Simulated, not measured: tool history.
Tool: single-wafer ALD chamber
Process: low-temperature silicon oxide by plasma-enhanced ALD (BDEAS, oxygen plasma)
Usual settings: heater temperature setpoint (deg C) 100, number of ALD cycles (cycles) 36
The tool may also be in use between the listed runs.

run   hour  heater temperature setpoint (deg C)  number of ALD cycles (cycles)  read-back reference wafer on the same gauge, thickness_nm  mean film thickness on the monitor wafer (Å)
  1      0                                  100                             36                                                      4.719                                         49.61
  2    8.8                                  100                             36                                                      4.723                                         49.58
  3   16.2                                  100                             31                                                      4.727                                         42.68
  4   27.3                                  100                             31                                                      4.726                                         42.85
  5   39.4                                  100                             36                                                       4.72                                          49.7
  6   56.5                                  100                             36                                                      4.726                                         49.65
  7   66.8                                  112                             36                                                      4.727                                         48.46
  8  120.5                                   96                             36                                                      4.729                                         50.55
  9  130.9                                  109                             34                                                      4.735                                         46.08
 10  146.7                                   95                             32                                                      4.733                                         45.14
 11  164.4                                   90                             42                                                      4.736                                         60.37
 12  178.4                                  100                             36                                                      4.732                                         49.78
     179.6  -- gauge calibrated
       188  -- thermocouple changed; heater temperature recalibrated
 13  192.3                                  108                             38                                                       4.69                                         51.29
 14  207.8                                  107                             41                                                      4.699                                         55.58
 15  220.6                                  100                             36                                                      4.701                                         49.61
 16  233.8                                  100                             36                                                      4.706                                         49.58
 17    249                                   88                             42                                                      4.712                                         60.49
 18  263.1                                  114                             43                                                      4.713                                         57.79

4 ways to go on from here, each from the tool as it stands after run 18. What would each give?
  A  263.6                                  100                             36                                                          ?                                             ?
  B  263.6                                  107                             38                                                          ?                                             ?
  C  263.6                                   93                             29                                                          ?                                             ?
  D  263.6                                   94                             39                                                          ?                                             ?

run  read-back reference wafer on the same gauge, thickness_nm  mean film thickness on the monitor wafer (Å)
  A                                                      4.716                                         49.36
  B                                                      4.716                                         51.35
  C                                                      4.716                                         40.91
  D                                                      4.716                                         54.79
Without the tool's hidden state the same runs would have given:
run  mean film thickness on the monitor wafer (Å)
  A                                            49
  B                                         50.97
  C                                         40.61
  D                                         54.39
